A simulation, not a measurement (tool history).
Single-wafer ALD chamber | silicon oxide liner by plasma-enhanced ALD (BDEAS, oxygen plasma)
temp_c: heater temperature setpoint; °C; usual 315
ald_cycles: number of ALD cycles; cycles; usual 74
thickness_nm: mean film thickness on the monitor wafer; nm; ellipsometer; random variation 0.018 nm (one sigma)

| run | hour | temp_c | ald_cycles | wafers since the last listed run | hours since the last thermocouple change | hours since the gauge calibration | read-back reference wafer on the same gauge, thickness_nm | thickness_nm |
|---|---|---|---|---|---|---|---|---|
| 1 | 0.0 | 320 | 74 | 0 | 1411.9 | 125.3 | 6.870 | 7.094 |
| 2 | 32.6 | 320 | 74 | 118 | 1444.5 | 157.9 | 6.875 | 7.117 |
| 3 | 99.7 | 320 | 74 | 244 | 1511.6 | 225.0 | 6.866 | 7.090 |
| 4 | 125.0 | 309 | 74 | 92 | 1536.9 | 250.3 | 6.871 | 7.223 |
| 5 | 170.0 | 309 | 74 | 163 | 1581.9 | 295.3 | 6.873 | 7.196 |
| 6 | 197.2 | 315 | 74 | 98 | 1609.1 | 322.5 | 6.873 | 7.124 |
|  | 264.2 | thermocouple changed; heater temperature recalibrated |
| 7 | 264.7 | 315 | 74 | 216 | 0.5 | 390.0 | 6.873 | 7.159 |
| 8 | 311.1 | 315 | 74 | 168 | 46.9 | 436.4 | 6.872 | 7.130 |
| 9 | 341.2 | 315 | 74 | 109 | 77.0 | 466.5 | 6.868 | 7.143 |
| 10 | 372.2 | 323 | 88 | 112 | 108.0 | 497.5 | 6.873 | 8.450 |
|  | 392.7 | gauge calibrated |
| 11 | 487.4 | 320 | 74 | 419 | 223.2 | 94.7 | 6.877 | 7.135 |
| 12 | 549.2 | 303 | 86 | 224 | 285.0 | 156.5 | 6.867 | 8.402 |
| 13 | 620.2 | 324 | 66 | 258 | 356.0 | 227.5 | 6.874 | 6.293 |
| 14 | 651.7 | 303 | 81 | 114 | 387.5 | 259.0 | 6.870 | 7.958 |
| 15 | 710.0 | 304 | 87 | 212 | 445.8 | 317.3 | 6.866 | 8.498 |
| 16 | 765.7 | 322 | 61 | 202 | 501.5 | 373.0 | 6.871 | 5.852 |

Forecast each of these 4 alternatives for the next run:
| A | 766.2 | 330 | 74 | 1 | 502.0 | 373.5 | ? | ? |
| B | 766.2 | 311 | 74 | 1 | 502.0 | 373.5 | ? | ? |
| C | 766.2 | 327 | 86 | 1 | 502.0 | 373.5 | ? | ? |
| D | 766.2 | 315 | 79 | 1 | 502.0 | 373.5 | ? | ? |

| run | read-back reference wafer on the same gauge, thickness_nm | thickness_nm |
|---|---|---|
| A | 6.865 | 7.000 |
| B | 6.865 | 7.175 |
| C | 6.865 | 8.168 |
| D | 6.865 | 7.620 |
Without the tool's hidden state the same runs would have given:
| run | thickness_nm |
|---|---|
| A | 7.000 |
| B | 7.175 |
| C | 8.168 |
| D | 7.620 |

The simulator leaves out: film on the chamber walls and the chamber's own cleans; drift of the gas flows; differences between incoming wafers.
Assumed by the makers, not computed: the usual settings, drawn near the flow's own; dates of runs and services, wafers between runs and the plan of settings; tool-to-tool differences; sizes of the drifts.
